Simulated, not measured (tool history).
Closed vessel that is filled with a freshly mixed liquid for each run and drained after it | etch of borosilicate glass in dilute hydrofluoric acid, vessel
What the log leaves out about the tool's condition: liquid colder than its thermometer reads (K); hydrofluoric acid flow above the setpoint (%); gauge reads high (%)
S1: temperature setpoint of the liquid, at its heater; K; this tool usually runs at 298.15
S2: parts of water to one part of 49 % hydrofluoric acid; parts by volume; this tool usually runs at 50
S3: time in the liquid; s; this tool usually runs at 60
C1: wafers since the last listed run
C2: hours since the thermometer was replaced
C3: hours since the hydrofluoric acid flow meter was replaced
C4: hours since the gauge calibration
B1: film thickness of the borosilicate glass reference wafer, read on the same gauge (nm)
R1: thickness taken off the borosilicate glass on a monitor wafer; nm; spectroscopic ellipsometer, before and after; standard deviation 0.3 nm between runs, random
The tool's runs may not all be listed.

run    hour      S1  S2  S3    C1     C2      C3      C4     B1      R1
  1       0  298.15  50  60     0  141.2  1971.3  1353.2  38.76   58.98
  2    84.5  298.15  50  60  6223  225.7  2055.8  1437.7  38.73   58.76
  3   129.9  298.15  35  60  3343  271.1  2101.2  1483.1  38.69    86.6
  4   175.4  302.15  50  60  3351  316.6  2146.7  1528.6  38.67    68.8
  5   277.4  302.15  50  60  7512  418.6  2248.7  1630.6  38.59   68.86
  6   383.9  298.15  50  80  7843  525.1  2355.2  1737.1  38.53   77.92
  7   450.3  300.15  50  60  4890  591.5  2421.6  1803.5  38.53    63.9
        463  -- thermometer replaced
  8   537.8  298.15  50  35  6370   74.8  2509.1    1891  38.47   34.12
  9   588.4  296.65  50  60  3726  125.4  2559.7  1941.6   38.4   54.92
 10   639.3  298.15  40  95  3748  176.3  2610.6  1992.5  38.34  116.76
      660.1  -- hydrofluoric acid flow meter replaced
 11   720.8  296.65  70  50  5928  257.8    60.7    2074  38.27   31.85
 12   760.1  298.15  40  60  2894  297.1     100  2113.3  38.27   73.71
 13   857.3  296.65  70  50  7158  394.3   197.2  2210.5  38.22    31.7
 14   948.7  298.15  50  60  6731  485.7   288.6  2301.9  38.17    58.2
 15   993.9  300.65  50  30  3328  530.9   333.8  2347.1  38.12   31.89
     1064.4  -- thermometer replaced
 16  1101.4  298.15  50  45  7843     37   441.3  2454.6  38.03   43.31
 17    1207  298.15  50  30  7777  142.6   546.9  2560.2  37.97   28.86
 18  1255.6  294.65  50  60  3579  191.2   595.5  2608.8  37.93   49.96
 19  1355.2  295.65  50  60  7335  290.8   695.1  2708.4  37.88   51.96
 20    1444  302.65  50  60  6540  379.6   783.9  2797.2  37.81   68.66
     1465.6  -- gauge calibrated
 21  1540.8  293.65  70  60  7129  476.4   880.7    75.2  39.99   35.25
 22    1623  293.65  60  50  6053  558.6   962.9   157.4  39.92   34.64
 23  1680.8  298.15  50  60  4256  616.4  1020.7   215.2  39.88   60.48
 24  1766.9  298.15  50  60  6341  702.5  1106.8   301.3  39.84   60.59
 25    1809  298.15  50  90  3100  744.6  1148.9   343.4  39.76   90.93
 26  1845.9  298.15  50  40  2717  781.5  1185.8   380.3  39.79   40.14
     1852.1  -- thermometer replaced
 27  1920.8  298.15  30  60  5442   68.7  1260.7   455.2  39.76  103.29
 28  2044.5  298.15  70  60  9110  192.4  1384.4   578.9  39.62   42.24
 29  2091.3  298.15  50  50  3446  239.2  1431.2   625.7   39.6   50.47
 30  2164.6  298.15  50  60  5398  312.5  1504.5     699  39.57   59.79
 31  2209.2  301.15  65  85  3284  357.1  1549.1   743.6  39.52   72.77
 32  2251.7  298.15  50  95  3130  399.6  1591.6   786.1  39.46   94.97

Hidden state at the last listed run before each entry between runs and at the first one after, where it differs:
In the gap between runs 7 and 8: thermometer replaced (hour 463)
  gauge reads high (%): -3.8 -> -3.94
  measured value less the no-hidden-state value, R1: -2.52 -> -1.4 nm
In the gap between runs 10 and 11: hydrofluoric acid flow meter replaced (hour 660.1)
  gauge reads high (%): -4.12 -> -4.25
  measured value less the no-hidden-state value, R1: -5.01 -> -1.42 nm
In the gap between runs 15 and 16: thermometer replaced (hour 1064.4)
  gauge reads high (%): -4.72 -> -4.9
  measured value less the no-hidden-state value, R1: -1.58 -> -2.23 nm
In the gap between runs 20 and 21: gauge calibrated (hour 1465.6)
  gauge reads high (%): -5.48 -> -0.0215
  measured value less the no-hidden-state value, R1: -3.98 -> -0.01 nm
In the gap between runs 26 and 27: thermometer replaced (hour 1852.1)
  gauge reads high (%): -0.539 -> -0.666
  measured value less the no-hidden-state value, R1: -0.22 -> -0.69 nm
